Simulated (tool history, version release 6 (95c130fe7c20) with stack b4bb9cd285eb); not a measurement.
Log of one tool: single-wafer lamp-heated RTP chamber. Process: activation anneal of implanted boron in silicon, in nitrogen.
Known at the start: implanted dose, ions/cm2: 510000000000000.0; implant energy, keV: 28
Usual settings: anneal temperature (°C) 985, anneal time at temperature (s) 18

run,day,anneal temperature (°C),anneal time at temperature (s),"read-back reference wafer on the same gauge, sheet resistance",sheet resistance of the implanted and annealed layer (ohm/square)
1,0.000,985,18,179.75,210.36
2,4.242,970,18,180.14,216.34
3,11.938,985,18,180.13,202.36
4,14.679,985,18,179.84,203.17
# day 15.275: pyrometer window cleaned and pyrometer calibrated
5,17.312,985,18,180.20,206.33
6,19.575,976,18,179.96,209.15
# day 21.825: reflector plate cleaned
7,21.846,976,18,179.60,209.76
8,23.842,985,11,179.61,205.24
9,26.604,985,10,179.87,202.29
# day 31.167: pyrometer window cleaned and pyrometer calibrated
10,31.188,985,24,179.94,208.89
11,33.138,985,24,179.86,205.34
12,36.308,985,18,180.02,203.92
13,40.625,999,12,180.04,199.80
14,43.538,985,24,180.00,201.49

Forecast run 15:
# day 45.096: pyrometer window cleaned and pyrometer calibrated
15,45.267,970,25,?,?

{"run 15": {"read-back reference wafer on the same gauge, sheet resistance": 179.92, "sheet resistance of the implanted and annealed layer (ohm/square)": 219.29}}
Without the tool's hidden state the same run would have given sheet resistance of the implanted and annealed layer (ohm/square) 220.84.
